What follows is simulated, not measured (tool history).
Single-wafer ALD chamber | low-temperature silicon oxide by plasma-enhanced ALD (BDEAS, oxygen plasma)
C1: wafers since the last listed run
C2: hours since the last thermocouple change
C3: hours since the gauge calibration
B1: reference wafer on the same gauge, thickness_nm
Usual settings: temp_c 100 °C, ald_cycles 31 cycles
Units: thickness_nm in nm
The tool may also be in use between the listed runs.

{"run": 1, "hour": 0.0, "temp_c": 100, "ald_cycles": 27, "C1": 0, "C2": 987.7, "C3": 263.6, "B1": 5.245, "thickness_nm": 3.894}
{"hour": 45.8, "done": "thermocouple changed; heater temperature recalibrated"}
{"run": 2, "hour": 46.3, "temp_c": 100, "ald_cycles": 31, "C1": 201, "C2": 0.5, "C3": 309.9, "B1": 5.24, "thickness_nm": 4.445}
{"run": 3, "hour": 142.3, "temp_c": 100, "ald_cycles": 31, "C1": 505, "C2": 96.5, "C3": 405.9, "B1": 5.228, "thickness_nm": 4.419}
{"run": 4, "hour": 212.7, "temp_c": 109, "ald_cycles": 31, "C1": 370, "C2": 166.9, "C3": 476.3, "B1": 5.233, "thickness_nm": 4.288}
{"run": 5, "hour": 302.0, "temp_c": 100, "ald_cycles": 31, "C1": 470, "C2": 256.2, "C3": 565.6, "B1": 5.239, "thickness_nm": 4.444}
{"run": 6, "hour": 390.4, "temp_c": 100, "ald_cycles": 31, "C1": 465, "C2": 344.6, "C3": 654, "B1": 5.234, "thickness_nm": 4.468}
{"run": 7, "hour": 444.9, "temp_c": 100, "ald_cycles": 31, "C1": 287, "C2": 399.1, "C3": 708.5, "B1": 5.241, "thickness_nm": 4.465}
{"run": 8, "hour": 526.6, "temp_c": 100, "ald_cycles": 31, "C1": 430, "C2": 480.8, "C3": 790.2, "B1": 5.241, "thickness_nm": 4.486}
{"run": 9, "hour": 566.3, "temp_c": 100, "ald_cycles": 31, "C1": 209, "C2": 520.5, "C3": 829.9, "B1": 5.232, "thickness_nm": 4.492}
{"run": 10, "hour": 685.1, "temp_c": 114, "ald_cycles": 33, "C1": 625, "C2": 639.3, "C3": 948.7, "B1": 5.249, "thickness_nm": 4.571}
{"run": 11, "hour": 788.2, "temp_c": 100, "ald_cycles": 31, "C1": 543, "C2": 742.4, "C3": 1051.8, "B1": 5.239, "thickness_nm": 4.498}
{"hour": 892.5, "done": "thermocouple changed; heater temperature recalibrated"}
{"run": 12, "hour": 893.0, "temp_c": 87, "ald_cycles": 28, "C1": 509, "C2": 0.5, "C3": 1156.6, "B1": 5.242, "thickness_nm": 4.146}
{"hour": 908.0, "done": "gauge calibrated"}
{"run": 13, "hour": 933.8, "temp_c": 112, "ald_cycles": 37, "C1": 214, "C2": 41.3, "C3": 25.8, "B1": 5.238, "thickness_nm": 5.136}
{"run": 14, "hour": 1002.1, "temp_c": 100, "ald_cycles": 26, "C1": 359, "C2": 109.6, "C3": 94.1, "B1": 5.235, "thickness_nm": 3.708}
{"run": 15, "hour": 1076.1, "temp_c": 114, "ald_cycles": 33, "C1": 389, "C2": 183.6, "C3": 168.1, "B1": 5.238, "thickness_nm": 4.575}
{"run": 16, "hour": 1114.8, "temp_c": 88, "ald_cycles": 35, "C1": 203, "C2": 222.3, "C3": 206.8, "B1": 5.245, "thickness_nm": 5.282}
{"run": 17, "hour": 1175.4, "temp_c": 111, "ald_cycles": 31, "C1": 319, "C2": 282.9, "C3": 267.4, "B1": 5.245, "thickness_nm": 4.354}
{"run": 18, "hour": 1269.9, "temp_c": 89, "ald_cycles": 28, "C1": 497, "C2": 377.4, "C3": 361.9, "B1": 5.253, "thickness_nm": 4.248}

Hidden state at the last listed run before each entry between runs and at the first one after, where it differs:
Between runs 1 and 2: thermocouple changed; heater temperature recalibrated (hour 45.8)
  wafer temperature above the value expected at the setpoint (K): -6.44 -> -0.4
  measured less the result without the state, thickness_nm: +0.101 -> +0.007 nm
Between runs 11 and 12: thermocouple changed; heater temperature recalibrated (hour 892.5)
  wafer temperature above the value expected at the setpoint (K): -6.05 -> -0.182
  measured less the result without the state, thickness_nm: +0.109 -> +0.003 nm
Between runs 12 and 13: gauge calibrated (hour 908)
  wafer temperature above the value expected at the setpoint (K): -0.182 -> -0.921
  measured less the result without the state, thickness_nm: +0.003 -> +0.01 nm

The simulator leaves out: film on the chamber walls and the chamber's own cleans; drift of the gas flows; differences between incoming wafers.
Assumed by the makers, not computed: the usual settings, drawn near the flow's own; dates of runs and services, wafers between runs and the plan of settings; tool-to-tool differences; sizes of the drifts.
